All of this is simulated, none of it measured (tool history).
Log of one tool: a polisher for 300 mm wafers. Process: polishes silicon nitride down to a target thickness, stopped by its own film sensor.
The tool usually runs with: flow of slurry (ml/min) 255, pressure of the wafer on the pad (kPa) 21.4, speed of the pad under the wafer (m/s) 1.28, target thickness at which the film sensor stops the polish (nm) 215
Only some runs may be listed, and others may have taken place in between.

run    hour  flow of slurry (ml/min)  pressure of the wafer on the pad (kPa)  speed of the pad under the wafer (m/s)  target thickness at which the film sensor stops the polish (nm)  wafers since the last listed run  wafers polished on this pad  hours since the slurry nozzle was cleaned  hours since the head pressure was calibrated  incoming thickness of the incoming film, nm  time until the film sensor stopped the polish (s)
  1       0                      255                                    21.4                                    1.52                                                              215                                 0                         1486                                      426.8                                         553.4                                        347.3                                               68.2
       32.6  -- head pressure recalibrated
  2      34                      255                                    21.4                                    1.52                                                              215                               396                         1883                                      460.8                                           1.4                                        352.1                                               69.4
  3     126                      255                                    21.4                                    1.28                                                              215                              1139                         3023                                      552.8                                          93.4                                          349                                               84.2
  4   161.4                      255                                    21.4                                    1.28                                                              215                               438                         3461                                      588.2                                         128.8                                        344.9                                               80.6
  5   218.2                      255                                    21.4                                    1.28                                                              215                               703                         4165                                        645                                         185.6                                        351.8                                               88.1
  6   281.6                      255                                    26.2                                    1.28                                                              215                               785                         4950                                      708.4                                           249                                        355.8                                               80.5
      319.1  -- worn pad replaced by a new one
  7   319.6                      255                                    26.2                                    1.28                                                              215                               421                            6                                      746.4                                           287                                        345.3                                               64.9
  8   351.7                      255                                    26.2                                    1.28                                                              215                               397                          403                                      778.5                                         319.1                                          349                                               66.5
      384.5  -- slurry nozzle cleaned
  9     416                      255                                    21.4                                    1.28                                                              215                               784                         1188                                       31.5                                         383.4                                        348.3                                                 76
 10   474.6                      255                                    21.4                                    1.28                                                              215                               726                         1914                                       90.1                                           442                                        349.2                                               79.7
 11   529.3                      255                                    21.4                                    1.06                                                              215                               677                         2591                                      144.8                                         496.7                                        346.7                                               90.7
 12   600.9                      255                                    21.4                                    1.06                                                              215                               887                         3478                                      216.4                                         568.3                                        347.7                                               97.3
 13   634.4                      255                                    17.2                                    1.28                                                              215                               415                         3894                                      249.9                                         601.8                                        349.2                                              103.6
      637.4  -- head pressure recalibrated
 14   659.4                      255                                    17.2                                    1.28                                                              215                               284                         4179                                      274.9                                            22                                        348.6                                              102.8
      703.1  -- worn pad replaced by a new one
 15   722.4                      255                                    17.2                                    1.28                                                              215                               730                          238                                      337.9                                            85                                        356.2                                                 98
 16   778.9                      255                                    21.4                                    1.28                                                              215                               700                          938                                      394.4                                         141.5                                        353.9                                               80.7
 17   812.4                      255                                    21.4                                    1.28                                                              239                               415                         1353                                      427.9                                           175                                        347.2                                               63.3
 18   865.7                      255                                    21.4                                    1.28                                                              239                               660                         2014                                      481.2                                         228.3                                        353.2                                               66.4
     1027.2  -- slurry nozzle cleaned
     1046.4  -- worn pad replaced by a new one
 19  1060.9                      210                                    21.4                                    1.02                                                              215                              2356                          179                                       33.7                                         423.5                                        355.5                                               97.5
 20  1112.5                      195                                    21.4                                    1.42                                                              192                               639                          818                                       85.3                                         475.1                                        346.3                                               83.8
 21  1168.4                      255                                    25.5                                    1.54                                                              215                               692                         1511                                      141.2                                           531                                        344.5                                               55.4
 22    1204                      255                                    21.4                                    1.42                                                              183                               441                         1952                                      176.8                                         566.6                                        348.1                                                 86
       1229  -- head pressure recalibrated
 23  1266.3                      255                                    21.4                                    1.28                                                              203                               747                         2699                                      239.1                                          37.3                                        346.7                                               84.7
 24  1321.1                      210                                    21.4                                    1.02                                                              215                               678                         3378                                      293.9                                          92.1                                        345.7                                               94.7
 25    1387                      255                                    21.4                                    1.28                                                              215                               816                         4194                                      359.8                                           158                                        355.9                                               87.1
     1450.2  -- worn pad replaced by a new one
 26  1450.7                      200                                    21.4                                     1.4                                                              215                               739                            6                                      423.5                                         221.7                                        342.8                                               69.6
 27  1505.7                      255                                    21.4                                    1.28                                                              215                               681                          688                                      478.5                                         276.7                                        355.7                                               81.3
 28  1576.9                      255                                    21.4                                    1.28                                                              215                               882                         1570                                      549.7                                         347.9                                        350.1                                               79.9
 29    1608                      170                                    21.4                                    1.28                                                              201                               385                         1955                                      580.8                                           379                                        352.1                                               94.5
 30  1663.7                      255                                    15.2                                    1.28                                                              215                               690                         2645                                      636.5                                         434.7                                        347.9                                              110.2
 31  1692.4                      255                                    21.4                                    1.28                                                              215                               355                         3001                                      665.2                                         463.4                                        345.5                                                 80
     1709.3  -- slurry nozzle cleaned
 32  1760.1                      190                                    21.4                                    1.06                                                              215                               826                         3827                                       50.8                                         531.1                                        351.4                                               98.3
 33    1793                      255                                    21.4                                     1.5                                                              215                               407                         4235                                       83.7                                           564                                        351.4                                               75.8
 34  1827.4                      255                                    26.9                                    1.28                                                              215                               426                         4661                                      118.1                                         598.4                                          354                                               72.2
     1883.3  -- worn pad replaced by a new one
 35  1888.5                      255                                    21.4                                    1.28                                                              215                               707                           63                                      179.2                                         659.5                                        351.5                                               77.8
     1901.1  -- head pressure recalibrated
 36  1952.7                      255                                    21.4                                    1.28                                                              215                               770                          834                                      243.4                                          51.6                                        347.5                                               75.2

Alternative continuations, all from the tool just after run 36; predict every row:
  A  1953.1                      255                                    24.1                                    1.28                                                              215                                 4                          839                                      243.8                                            52                                          356                                                  ?
  B  1953.1                      330                                    26.9                                    1.64                                                              185                                 4                          839                                      243.8                                            52                                          356                                                  ?
  C  1953.1                      255                                    21.4                                    1.28                                                              248                                 4                          839                                      243.8                                            52                                          356                                                  ?

run  time until the film sensor stopped the polish (s)
  A                                               71.2
  B                                               63.4
  C                                                 61
Without the tool's unlogged condition, the same runs would have read:
run  time until the film sensor stopped the polish (s)
  A                                               69.9
  B                                               62.3
  C                                               59.9
